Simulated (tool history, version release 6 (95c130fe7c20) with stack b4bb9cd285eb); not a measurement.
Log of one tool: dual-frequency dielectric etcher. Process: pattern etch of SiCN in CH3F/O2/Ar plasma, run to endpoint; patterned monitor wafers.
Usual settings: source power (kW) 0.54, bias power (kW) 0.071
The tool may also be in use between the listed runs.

| run | hour | source power (kW) | bias power (kW) | incoming incoming film thickness, nm | endpoint time (s) |
|---|---|---|---|---|---|
| 1 | 0 | 0.54 | 0.085 | 11.49 | 24.3 |
| 2 | 22.7 | 0.54 | 0.085 | 11.38 | 24.2 |
| 3 | 36.7 | 0.54 | 0.071 | 11.32 | 25.1 |
| 4 | 56.9 | 0.54 | 0.071 | 11.39 | 25.5 |
| 5 | 69.5 | 0.54 | 0.071 | 11.28 | 25.4 |
| 6 | 102.9 | 0.54 | 0.071 | 11.26 | 25.9 |
| 7 | 136 | 0.54 | 0.071 | 11.28 | 25.9 |
| 8 | 167.2 | 0.54 | 0.071 | 11.33 | 26 |
|  | 199.5 | bias power generator calibrated |
| 9 | 200 | 0.54 | 0.071 | 11.28 | 26.3 |
| 10 | 212.2 | 0.54 | 0.067 | 11.34 | 26.9 |
| 11 | 242.9 | 0.54 | 0.067 | 11.36 | 27.3 |
| 12 | 259.2 | 0.62 | 0.088 | 11.3 | 23.5 |
|  | 303.9 | wet clean of the chamber |
| 13 | 304.4 | 0.47 | 0.066 | 11.21 | 26.2 |
| 14 | 304.7 | 0.54 | 0.071 | 11.33 | 24.9 |
|  | 328.9 | upper electrode replaced |
| 15 | 329.4 | 0.43 | 0.064 | 11.35 | 27.5 |
|  | 349.4 | source power generator calibrated |
| 16 | 349.9 | 0.54 | 0.071 | 11.24 | 24.5 |
| 17 | 379.5 | 0.65 | 0.078 | 11.36 | 23.5 |
| 18 | 415.5 | 0.43 | 0.081 | 11.23 | 25.9 |
| 19 | 436.8 | 0.54 | 0.067 | 11.24 | 25.9 |
| 20 | 465.7 | 0.43 | 0.082 | 11.26 | 25.6 |
| 21 | 479 | 0.54 | 0.071 | 11.28 | 25.6 |
| 22 | 510.7 | 0.44 | 0.087 | 11.38 | 25.5 |
| 23 | 524.2 | 0.54 | 0.071 | 11.35 | 26.1 |

Measured less the same run without the tool's hidden state. The same run-to-run variation is in both; the gauge's scatter may not be:
The hidden state here: etch rate over this chamber's usual, %; source power that arrives over what is set, %; bias power that arrives over what is set, %.
| run | endpoint time (s) |
|---|---|
| 1 | +0.3 |
| 2 | +0.3 |
| 3 | +0.4 |
| 4 | +0.5 |
| 5 | +0.5 |
| 6 | +0.7 |
| 7 | +0.8 |
| 8 | +1 |
| 9 | +1.1 |
| 10 | +1.2 |
| 11 | +1.3 |
| 12 | +1.2 |
| 13 | +0 |
| 14 | +0 |
| 15 | +0.1 |
| 16 | +0.1 |
| 17 | +0.3 |
| 18 | +0.4 |
| 19 | +0.6 |
| 20 | +0.6 |
| 21 | +0.7 |
| 22 | +0.8 |
| 23 | +0.9 |
